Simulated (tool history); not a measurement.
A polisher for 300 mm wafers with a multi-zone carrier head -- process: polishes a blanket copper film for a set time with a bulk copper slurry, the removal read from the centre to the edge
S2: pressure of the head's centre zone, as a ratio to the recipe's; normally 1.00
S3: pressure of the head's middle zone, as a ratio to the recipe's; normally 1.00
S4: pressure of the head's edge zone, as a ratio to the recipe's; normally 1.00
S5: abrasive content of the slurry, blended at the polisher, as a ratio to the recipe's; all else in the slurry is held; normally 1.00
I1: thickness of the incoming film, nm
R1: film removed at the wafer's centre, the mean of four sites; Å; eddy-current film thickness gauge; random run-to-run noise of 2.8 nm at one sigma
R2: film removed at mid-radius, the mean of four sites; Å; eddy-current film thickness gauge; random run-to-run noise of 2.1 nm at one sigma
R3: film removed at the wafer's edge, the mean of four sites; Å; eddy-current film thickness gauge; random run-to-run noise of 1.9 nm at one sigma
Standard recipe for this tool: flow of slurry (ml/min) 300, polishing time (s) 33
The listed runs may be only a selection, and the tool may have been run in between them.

{"run": 1, "hour": 0.0, "flow of slurry (ml/min)": 330, "S2": 0.9, "S3": 1.0, "S4": 1.0, "S5": 1.0, "polishing time (s)": 33, "I1": 3661.4, "R1": 2076, "R2": 2273, "R3": 2267}
{"run": 2, "hour": 37.7, "flow of slurry (ml/min)": 300, "S2": 0.96, "S3": 1.0, "S4": 1.0, "S5": 1.25, "polishing time (s)": 24, "I1": 3725.7, "R1": 1677, "R2": 1742, "R3": 1737}
{"run": 3, "hour": 62.8, "flow of slurry (ml/min)": 300, "S2": 1.08, "S3": 1.0, "S4": 1.0, "S5": 0.9, "polishing time (s)": 33, "I1": 3638.7, "R1": 2388, "R2": 2173, "R3": 2232}
{"hour": 85.8, "done": "edge zone pressure recalibrated"}
{"run": 4, "hour": 128.7, "flow of slurry (ml/min)": 215, "S2": 1.0, "S3": 1.05, "S4": 0.89, "S5": 1.3, "polishing time (s)": 33, "I1": 3696.3, "R1": 2184, "R2": 2312, "R3": 2105}
{"run": 5, "hour": 196.3, "flow of slurry (ml/min)": 300, "S2": 1.0, "S3": 1.0, "S4": 1.0, "S5": 1.0, "polishing time (s)": 37, "I1": 3634.7, "R1": 2479, "R2": 2465, "R3": 2467}
{"run": 6, "hour": 226.9, "flow of slurry (ml/min)": 300, "S2": 0.91, "S3": 1.0, "S4": 0.9, "S5": 1.0, "polishing time (s)": 33, "I1": 3691.2, "R1": 1957, "R2": 2180, "R3": 2060}
{"hour": 253.1, "done": "worn pad replaced by a new one"}
{"run": 7, "hour": 256.5, "flow of slurry (ml/min)": 300, "S2": 1.0, "S3": 1.0, "S4": 1.0, "S5": 1.0, "polishing time (s)": 33, "I1": 3711.8, "R1": 2138, "R2": 2136, "R3": 2164}
{"hour": 284.1, "done": "slurry nozzle cleaned"}
{"run": 8, "hour": 287.3, "flow of slurry (ml/min)": 300, "S2": 1.0, "S3": 1.0, "S4": 1.0, "S5": 1.25, "polishing time (s)": 33, "I1": 3706.7, "R1": 2480, "R2": 2488, "R3": 2465}
{"run": 9, "hour": 335.8, "flow of slurry (ml/min)": 365, "S2": 1.05, "S3": 1.0, "S4": 1.0, "S5": 1.0, "polishing time (s)": 33, "I1": 3614.9, "R1": 2539, "R2": 2407, "R3": 2362}
{"run": 10, "hour": 380.9, "flow of slurry (ml/min)": 245, "S2": 0.89, "S3": 1.0, "S4": 1.06, "S5": 1.0, "polishing time (s)": 29, "I1": 3727.7, "R1": 1781, "R2": 2048, "R3": 2085}
{"run": 11, "hour": 413.1, "flow of slurry (ml/min)": 300, "S2": 1.0, "S3": 1.0, "S4": 1.0, "S5": 1.0, "polishing time (s)": 33, "I1": 3747.3, "R1": 2325, "R2": 2334, "R3": 2307}
{"run": 12, "hour": 452.3, "flow of slurry (ml/min)": 300, "S2": 1.0, "S3": 1.0, "S4": 1.0, "S5": 1.0, "polishing time (s)": 33, "I1": 3746.6, "R1": 2362, "R2": 2311, "R3": 2338}
{"run": 13, "hour": 505.5, "flow of slurry (ml/min)": 375, "S2": 1.0, "S3": 1.0, "S4": 0.97, "S5": 1.0, "polishing time (s)": 24, "I1": 3744.7, "R1": 1791, "R2": 1777, "R3": 1703}
{"run": 14, "hour": 530.2, "flow of slurry (ml/min)": 300, "S2": 1.12, "S3": 1.0, "S4": 1.0, "S5": 0.9, "polishing time (s)": 33, "I1": 3684.7, "R1": 2568, "R2": 2285, "R3": 2270}
{"run": 15, "hour": 588.7, "flow of slurry (ml/min)": 300, "S2": 0.92, "S3": 1.0, "S4": 0.9, "S5": 0.75, "polishing time (s)": 33, "I1": 3611.3, "R1": 2013, "R2": 2230, "R3": 2121}
{"hour": 593.7, "done": "edge zone pressure recalibrated"}
{"run": 16, "hour": 655.9, "flow of slurry (ml/min)": 220, "S2": 0.97, "S3": 1.0, "S4": 1.0, "S5": 1.0, "polishing time (s)": 41, "I1": 3684.9, "R1": 2751, "R2": 2779, "R3": 2770}
{"hour": 691.5, "done": "worn pad replaced by a new one"}
{"run": 17, "hour": 717.8, "flow of slurry (ml/min)": 300, "S2": 1.0, "S3": 1.0, "S4": 1.07, "S5": 1.0, "polishing time (s)": 22, "I1": 3661.8, "R1": 1528, "R2": 1575, "R3": 1580}
{"hour": 725.5, "done": "carrier head's membrane replaced by a new one"}
{"run": 18, "hour": 787.9, "flow of slurry (ml/min)": 255, "S2": 1.0, "S3": 1.0, "S4": 1.0, "S5": 1.0, "polishing time (s)": 33, "I1": 3684.6, "R1": 2279, "R2": 2284, "R3": 2276}
{"run": 19, "hour": 823.2, "flow of slurry (ml/min)": 300, "S2": 1.0, "S3": 1.0, "S4": 1.0, "S5": 1.0, "polishing time (s)": 33, "I1": 3695.4, "R1": 2299, "R2": 2298, "R3": 2305}
{"run": 20, "hour": 852.0, "flow of slurry (ml/min)": 300, "S2": 1.0, "S3": 1.0, "S4": 1.0, "S5": 1.0, "polishing time (s)": 33, "I1": 3670.9, "R1": 2336, "R2": 2313, "R3": 2313}
{"run": 21, "hour": 906.6, "flow of slurry (ml/min)": 355, "S2": 1.0, "S3": 1.06, "S4": 1.0, "S5": 1.15, "polishing time (s)": 33, "I1": 3665.3, "R1": 2444, "R2": 2565, "R3": 2351}
{"run": 22, "hour": 966.6, "flow of slurry (ml/min)": 300, "S2": 1.0, "S3": 1.0, "S4": 1.0, "S5": 1.0, "polishing time (s)": 28, "I1": 3677.0, "R1": 1937, "R2": 1955, "R3": 1928}

Each row is a separate what-if for the run after 22, all from the same tool condition, not one after another. Results?
{"run": "A", "hour": 967.0, "flow of slurry (ml/min)": 300, "S2": 1.0, "S3": 1.0, "S4": 1.0, "S5": 1.0, "polishing time (s)": 33, "I1": 3686.4, "R1": "?", "R2": "?", "R3": "?"}
{"run": "B", "hour": 967.0, "flow of slurry (ml/min)": 300, "S2": 1.0, "S3": 1.0, "S4": 1.0, "S5": 0.85, "polishing time (s)": 33, "I1": 3686.4, "R1": "?", "R2": "?", "R3": "?"}
{"run": "C", "hour": 967.0, "flow of slurry (ml/min)": 300, "S2": 1.07, "S3": 1.0, "S4": 1.0, "S5": 1.0, "polishing time (s)": 33, "I1": 3686.4, "R1": "?", "R2": "?", "R3": "?"}

run=A R1=2278 R2=2269 R3=2251
run=B R1=2205 R2=2196 R3=2179
run=C R1=2438 R2=2268 R3=2251
What these runs would have given with no unlogged condition in the tool:
run=A R1=2384 R2=2365 R3=2323
run=B R1=2308 R2=2289 R3=2248
run=C R1=2553 R2=2364 R3=2323
